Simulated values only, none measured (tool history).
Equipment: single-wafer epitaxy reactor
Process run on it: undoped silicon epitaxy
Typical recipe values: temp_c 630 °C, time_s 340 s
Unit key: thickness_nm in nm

run    hour  temp_c  time_s  read-back reference wafer on the same gauge, thickness_nm  thickness_nm
  1       0     630     340                                                     45.776        38.863
  2    88.2     630     340                                                     45.782        38.831
  3   127.7     630     322                                                     45.847        36.816
  4   192.6     630     322                                                     45.842        36.789
  5   249.3     620     340                                                     45.744        31.652
  6   341.8     620     340                                                     45.829        31.777
  7   409.2     623     301                                                     45.837        29.875
  8   491.8     623     301                                                     45.818        29.781
  9   568.7     623     301                                                     45.775         29.75
 10   621.2     639     340                                                     45.781        45.947
 11   703.5     639     340                                                     45.758        46.066
 12   791.2     624     340                                                     45.856        33.993
 13   835.7     624     340                                                     45.848        34.036
 14   942.3     622     340                                                     45.722         32.62
 15   982.1     630     310                                                     45.796        35.202
 16  1060.9     630     310                                                       45.8        34.762
 17    1364     630     340                                                      45.77        38.032
 18    1457     641     302                                                     45.788        41.837
 19  1493.7     638     340                                                     45.743        44.518
 20  1572.9     638     340                                                     45.751        44.218
 21  1622.7     630     340                                                     45.781        37.851
 22  1725.9     630     375                                                     45.704        41.398
     1791.7  -- pyrometer calibrated
 23  1823.4     630     340                                                     45.883        38.533
 24    1928     630     384                                                     45.789        43.361
 25  2011.3     630     340                                                     45.839        38.426
 26  2093.9     630     315                                                      45.79        35.835
 27  2145.1     620     278                                                     45.859        25.659
 28  2202.9     637     310                                                     45.767        40.358
 29  2302.7     624     305                                                     45.813        30.583
     2310.4  -- gauge calibrated
 30  2344.1     624     388                                                     45.845         39.01
 31  2401.1     630     340                                                      45.82        38.359
 32    2483     618     288                                                     45.878        25.574
 33  2521.6     630     310                                                     45.793        35.035
 34  2595.5     618     321                                                     45.822        28.352
 35  2675.4     630     340                                                     45.804        38.028
 36  2732.8     625     340                                                     45.737        34.549
 37  2781.3     630     340                                                     45.809        38.166

Run 38 is up next; what results do you expect?
 38  2818.9     630     387                                                          ?             ?

Run 38 yielded read-back reference wafer on the same gauge, thickness_nm 45.786, thickness_nm 43.618 nm.
If the tool had no hidden condition, the same run with the same run-to-run variation would have returned thickness_nm 44.165 nm.
